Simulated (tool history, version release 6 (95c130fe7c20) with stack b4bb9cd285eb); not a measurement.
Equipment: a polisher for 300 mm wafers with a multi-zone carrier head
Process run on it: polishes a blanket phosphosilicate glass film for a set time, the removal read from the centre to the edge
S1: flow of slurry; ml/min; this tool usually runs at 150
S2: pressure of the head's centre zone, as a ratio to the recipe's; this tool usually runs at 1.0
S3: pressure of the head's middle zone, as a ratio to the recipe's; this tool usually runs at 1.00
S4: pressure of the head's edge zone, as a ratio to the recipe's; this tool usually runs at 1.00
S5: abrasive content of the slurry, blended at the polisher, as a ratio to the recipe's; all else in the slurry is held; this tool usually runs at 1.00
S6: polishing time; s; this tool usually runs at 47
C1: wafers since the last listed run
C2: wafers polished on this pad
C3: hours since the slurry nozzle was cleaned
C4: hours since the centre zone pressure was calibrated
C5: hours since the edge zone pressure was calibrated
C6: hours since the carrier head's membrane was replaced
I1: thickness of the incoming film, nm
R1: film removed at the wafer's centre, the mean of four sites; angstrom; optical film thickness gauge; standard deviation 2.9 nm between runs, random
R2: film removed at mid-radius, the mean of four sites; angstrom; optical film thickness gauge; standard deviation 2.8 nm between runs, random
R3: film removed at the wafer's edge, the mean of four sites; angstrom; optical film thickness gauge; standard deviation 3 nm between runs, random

| run | day | S1 | S2 | S3 | S4 | S5 | S6 | C1 | C2 | C3 | C4 | C5 | C6 | I1 | R1 | R2 | R3 |
|---|---|---|---|---|---|---|---|---|---|---|---|---|---|---|---|---|---|
| 1 | 0.000 | 110 | 0.9 | 0.92 | 1.00 | 1.15 | 47 | 0 | 2140 | 89.0 | 158.0 | 532.7 | 30.7 | 3309.4 | 3243 | 3269 | 3634 |
| 2 | 2.108 | 150 | 1.0 | 1.00 | 1.08 | 1.00 | 57 | 335 | 2476 | 139.6 | 208.6 | 583.3 | 81.3 | 3354.5 | 4321 | 4272 | 4505 |
| 3 | 4.271 | 150 | 1.0 | 1.00 | 1.00 | 1.10 | 47 | 343 | 2819 | 191.5 | 260.5 | 635.2 | 133.2 | 3397.6 | 3689 | 3717 | 3670 |
| 4 | 8.475 | 150 | 1.0 | 1.00 | 1.00 | 1.00 | 47 | 668 | 3487 | 292.4 | 361.4 | 736.1 | 234.1 | 3391.9 | 3495 | 3531 | 3523 |
| 5 | 10.404 | 125 | 1.0 | 1.11 | 1.00 | 0.75 | 47 | 306 | 3794 | 338.7 | 407.7 | 782.4 | 280.4 | 3393.7 | 2790 | 3050 | 2820 |
| 6 | 14.092 | 150 | 1.0 | 1.00 | 1.00 | 1.00 | 57 | 586 | 4380 | 427.2 | 496.2 | 870.9 | 368.9 | 3345.8 | 4343 | 4261 | 4291 |
|  | 17.179 | worn pad replaced by a new one |
| 7 | 17.200 | 120 | 1.0 | 1.00 | 0.92 | 1.25 | 47 | 467 | 3 | 501.8 | 570.8 | 945.5 | 443.5 | 3350.6 | 3779 | 3764 | 3627 |
| 8 | 19.058 | 150 | 1.0 | 1.00 | 1.00 | 1.00 | 47 | 295 | 298 | 546.4 | 615.4 | 990.1 | 488.1 | 3370.0 | 3540 | 3447 | 3575 |
| 9 | 20.721 | 150 | 1.0 | 1.00 | 0.94 | 1.00 | 47 | 264 | 562 | 586.3 | 655.3 | 1030.0 | 528.0 | 3367.4 | 3520 | 3496 | 3393 |
|  | 21.150 | edge zone pressure recalibrated |
|  | 23.258 | slurry nozzle cleaned |
|  | 23.738 | centre zone pressure recalibrated |
| 10 | 24.704 | 165 | 1.0 | 0.94 | 1.04 | 1.00 | 47 | 600 | 1162 | 34.7 | 23.2 | 85.3 | 623.6 | 3346.8 | 3666 | 3384 | 3650 |
| 11 | 27.388 | 150 | 1.0 | 1.00 | 1.00 | 1.00 | 47 | 426 | 1589 | 99.1 | 87.6 | 149.7 | 688.0 | 3386.6 | 3525 | 3491 | 3605 |
| 12 | 29.083 | 130 | 1.0 | 0.96 | 1.00 | 1.30 | 55 | 269 | 1858 | 139.8 | 128.3 | 190.4 | 728.7 | 3334.2 | 4580 | 4396 | 4615 |
|  | 30.000 | carrier head's membrane replaced by a new one |
| 13 | 32.742 | 150 | 1.0 | 1.00 | 1.06 | 1.00 | 47 | 548 | 2407 | 227.6 | 216.1 | 278.2 | 65.8 | 3411.2 | 3499 | 3498 | 3624 |
| 14 | 34.717 | 150 | 1.0 | 1.07 | 1.08 | 0.85 | 47 | 313 | 2721 | 275.0 | 263.5 | 325.6 | 113.2 | 3301.0 | 3154 | 3381 | 3286 |
| 15 | 42.804 | 150 | 1.0 | 1.00 | 1.00 | 1.00 | 47 | 1285 | 4006 | 469.1 | 457.6 | 519.7 | 307.3 | 3400.1 | 3514 | 3523 | 3515 |
|  | 44.788 | worn pad replaced by a new one |
| 16 | 46.175 | 150 | 1.0 | 1.00 | 1.00 | 1.00 | 47 | 509 | 220 | 550.0 | 538.5 | 600.6 | 388.2 | 3325.4 | 3521 | 3491 | 3519 |
| 17 | 49.275 | 185 | 1.0 | 1.00 | 1.00 | 1.00 | 47 | 492 | 712 | 624.4 | 612.9 | 675.0 | 462.6 | 3396.7 | 3644 | 3611 | 3606 |
| 18 | 52.196 | 150 | 1.0 | 1.00 | 1.00 | 1.00 | 47 | 464 | 1177 | 694.5 | 683.0 | 745.1 | 532.7 | 3377.9 | 3526 | 3458 | 3486 |
|  | 55.558 | slurry nozzle cleaned |
|  | 55.946 | centre zone pressure recalibrated |
| 19 | 56.279 | 150 | 1.0 | 1.00 | 0.95 | 0.85 | 59 | 629 | 1806 | 17.3 | 8.0 | 843.1 | 630.7 | 3395.3 | 3935 | 4001 | 3915 |
|  | 59.412 | edge zone pressure recalibrated |
|  | 59.688 | carrier head's membrane replaced by a new one |
| 20 | 60.683 | 150 | 1.0 | 1.00 | 1.00 | 1.00 | 47 | 653 | 2460 | 123.0 | 113.7 | 30.5 | 23.9 | 3328.3 | 3507 | 3494 | 3570 |

Predict the results of run 21:
| 21 | 64.733 | 150 | 1.0 | 0.96 | 1.00 | 1.00 | 31 | 643 | 3103 | 220.2 | 210.9 | 127.7 | 121.1 | 3389.4 | ? | ? | ? |

R1: 2349 angstrom
R2: 2254 angstrom
R3: 2342 angstrom
If the tool had no hidden condition, the same run with the same run-to-run variation would have returned R1 2349 angstrom, R2 2254 angstrom, R3 2342 angstrom.
